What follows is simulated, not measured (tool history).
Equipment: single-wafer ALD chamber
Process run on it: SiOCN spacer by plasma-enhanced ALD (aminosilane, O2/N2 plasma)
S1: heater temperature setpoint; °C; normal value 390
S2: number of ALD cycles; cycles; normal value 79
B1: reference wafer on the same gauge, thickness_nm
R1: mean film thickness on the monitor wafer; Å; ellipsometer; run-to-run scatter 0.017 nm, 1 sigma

| run | hour | S1 | S2 | B1 | R1 |
|---|---|---|---|---|---|
| 1 | 0 | 390 | 79 | 3.848 | 46.12 |
| 2 | 9.9 | 390 | 79 | 3.85 | 45.83 |
| 3 | 23.8 | 390 | 79 | 3.853 | 45.76 |
| 4 | 61.3 | 390 | 87 | 3.851 | 50.54 |
| 5 | 72.7 | 390 | 87 | 3.85 | 50.62 |
| 6 | 86.6 | 390 | 87 | 3.849 | 51 |
| 7 | 95.9 | 380 | 79 | 3.848 | 45.85 |
| 8 | 104.2 | 380 | 79 | 3.852 | 46.05 |
| 9 | 115.3 | 380 | 79 | 3.851 | 46.39 |
| 10 | 122 | 390 | 79 | 3.85 | 45.84 |
| 11 | 136.2 | 390 | 79 | 3.85 | 45.89 |
| 12 | 149.9 | 390 | 79 | 3.851 | 45.85 |
| 13 | 165.9 | 390 | 79 | 3.849 | 45.7 |
|  | 199.3 | thermocouple changed; heater temperature recalibrated |
| 14 | 199.8 | 390 | 85 | 3.849 | 49.35 |
| 15 | 203.7 | 390 | 87 | 3.851 | 50.73 |
|  | 206.5 | gauge calibrated |
| 16 | 211.3 | 379 | 66 | 3.851 | 38.68 |
| 17 | 218.5 | 390 | 84 | 3.848 | 48.87 |
| 18 | 230.3 | 379 | 64 | 3.85 | 37.42 |
| 19 | 242.1 | 377 | 79 | 3.848 | 46.07 |
| 20 | 257.1 | 390 | 72 | 3.852 | 41.77 |
| 21 | 266.4 | 381 | 85 | 3.85 | 49.36 |
| 22 | 278.6 | 381 | 85 | 3.849 | 49.57 |
| 23 | 315.2 | 380 | 74 | 3.852 | 43.49 |
| 24 | 325.4 | 394 | 94 | 3.85 | 54.95 |
| 25 | 342 | 399 | 71 | 3.847 | 41.17 |
| 26 | 356 | 390 | 79 | 3.851 | 46.16 |

List, for all runs, the conditions of the tool that the log does not record:
wafer temperature above the value expected at the setpoint (K): 0 across all the runs
gauge reads high (%): 0 across all the runs

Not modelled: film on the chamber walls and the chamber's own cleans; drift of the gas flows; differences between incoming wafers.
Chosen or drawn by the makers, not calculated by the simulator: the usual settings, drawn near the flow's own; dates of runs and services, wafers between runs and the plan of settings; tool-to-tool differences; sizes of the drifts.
